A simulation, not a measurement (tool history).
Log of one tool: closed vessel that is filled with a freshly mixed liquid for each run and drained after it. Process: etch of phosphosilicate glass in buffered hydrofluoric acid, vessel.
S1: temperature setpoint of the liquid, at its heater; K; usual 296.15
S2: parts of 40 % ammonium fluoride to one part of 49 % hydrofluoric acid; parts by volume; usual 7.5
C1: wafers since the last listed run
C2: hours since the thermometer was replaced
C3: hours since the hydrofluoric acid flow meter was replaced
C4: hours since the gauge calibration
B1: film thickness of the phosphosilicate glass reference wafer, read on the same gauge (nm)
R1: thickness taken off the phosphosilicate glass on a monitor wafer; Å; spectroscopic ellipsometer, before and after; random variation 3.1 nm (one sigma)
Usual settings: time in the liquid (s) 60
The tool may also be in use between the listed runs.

{"run": 1, "hour": 0.0, "S1": 296.15, "S2": 7.5, "time in the liquid (s)": 60, "C1": 0, "C2": 280.9, "C3": 1370.7, "C4": 8.3, "B1": 60, "R1": 6612.9}
{"run": 2, "hour": 19.5, "S1": 296.15, "S2": 7.5, "time in the liquid (s)": 60, "C1": 1510, "C2": 300.4, "C3": 1390.2, "C4": 27.8, "B1": 60.01, "R1": 6671.4}
{"run": 3, "hour": 43.4, "S1": 296.15, "S2": 7.5, "time in the liquid (s)": 60, "C1": 1851, "C2": 324.3, "C3": 1414.1, "C4": 51.7, "B1": 60.02, "R1": 6685}
{"run": 4, "hour": 130.0, "S1": 296.15, "S2": 7.5, "time in the liquid (s)": 60, "C1": 6708, "C2": 410.9, "C3": 1500.7, "C4": 138.3, "B1": 60, "R1": 6743.4}
{"run": 5, "hour": 144.8, "S1": 296.15, "S2": 7.5, "time in the liquid (s)": 60, "C1": 1146, "C2": 425.7, "C3": 1515.5, "C4": 153.1, "B1": 60, "R1": 6704.2}
{"run": 6, "hour": 173.2, "S1": 294.65, "S2": 7.5, "time in the liquid (s)": 60, "C1": 2199, "C2": 454.1, "C3": 1543.9, "C4": 181.5, "B1": 60.01, "R1": 6195.1}
{"run": 7, "hour": 193.5, "S1": 292.15, "S2": 9, "time in the liquid (s)": 60, "C1": 1572, "C2": 474.4, "C3": 1564.2, "C4": 201.8, "B1": 60.01, "R1": 4495.6}
{"hour": 202.9, "done": "thermometer replaced"}
{"hour": 205.9, "done": "gauge calibrated"}
{"run": 8, "hour": 208.0, "S1": 297.65, "S2": 7.5, "time in the liquid (s)": 60, "C1": 1045, "C2": 5.1, "C3": 1578.7, "C4": 2.1, "B1": 60, "R1": 7323.6}
{"run": 9, "hour": 231.6, "S1": 296.15, "S2": 7.5, "time in the liquid (s)": 60, "C1": 1828, "C2": 28.7, "C3": 1602.3, "C4": 25.7, "B1": 60, "R1": 6795.6}
{"hour": 252.0, "done": "hydrofluoric acid flow meter replaced"}
{"run": 10, "hour": 252.8, "S1": 293.15, "S2": 5, "time in the liquid (s)": 45, "C1": 1564, "C2": 49.9, "C3": 0.8, "C4": 46.9, "B1": 60.01, "R1": 5434.3}
{"run": 11, "hour": 270.5, "S1": 298.65, "S2": 6, "time in the liquid (s)": 90, "C1": 1371, "C2": 67.6, "C3": 18.5, "C4": 64.6, "B1": 60.01, "R1": 12736}
{"run": 12, "hour": 290.3, "S1": 299.65, "S2": 10, "time in the liquid (s)": 60, "C1": 1533, "C2": 87.4, "C3": 38.3, "C4": 84.4, "B1": 60, "R1": 5573.5}
{"run": 13, "hour": 318.0, "S1": 296.15, "S2": 5, "time in the liquid (s)": 40, "C1": 2145, "C2": 115.1, "C3": 66, "C4": 112.1, "B1": 60, "R1": 5738.7}
{"run": 14, "hour": 353.0, "S1": 300.15, "S2": 9.5, "time in the liquid (s)": 30, "C1": 2711, "C2": 150.1, "C3": 101, "C4": 147.1, "B1": 60.02, "R1": 2962.1}
{"hour": 369.2, "done": "gauge calibrated"}
{"run": 15, "hour": 372.6, "S1": 291.15, "S2": 10, "time in the liquid (s)": 70, "C1": 1518, "C2": 169.7, "C3": 120.6, "C4": 3.4, "B1": 60.02, "R1": 4061.4}

Forecast each of these 4 alternatives for the next run:
{"run": "A", "hour": 373.3, "S1": 296.15, "S2": 7.5, "time in the liquid (s)": 60, "C1": 54, "C2": 170.4, "C3": 121.3, "C4": 4.1, "B1": "?", "R1": "?"}
{"run": "B", "hour": 373.3, "S1": 296.15, "S2": 7.5, "time in the liquid (s)": 80, "C1": 54, "C2": 170.4, "C3": 121.3, "C4": 4.1, "B1": "?", "R1": "?"}
{"run": "C", "hour": 373.3, "S1": 300.15, "S2": 7.5, "time in the liquid (s)": 60, "C1": 54, "C2": 170.4, "C3": 121.3, "C4": 4.1, "B1": "?", "R1": "?"}
{"run": "D", "hour": 373.3, "S1": 296.15, "S2": 9.5, "time in the liquid (s)": 60, "C1": 54, "C2": 170.4, "C3": 121.3, "C4": 4.1, "B1": "?", "R1": "?"}

run=A B1=60.01 R1=6055.2
run=B B1=60.01 R1=8073.7
run=C B1=60.01 R1=7518.3
run=D B1=60.01 R1=4783.5
Without the tool's hidden state the same runs would have given:
run=A R1=5995.1
run=B R1=7993.4
run=C R1=7443.6
run=D R1=4755.9
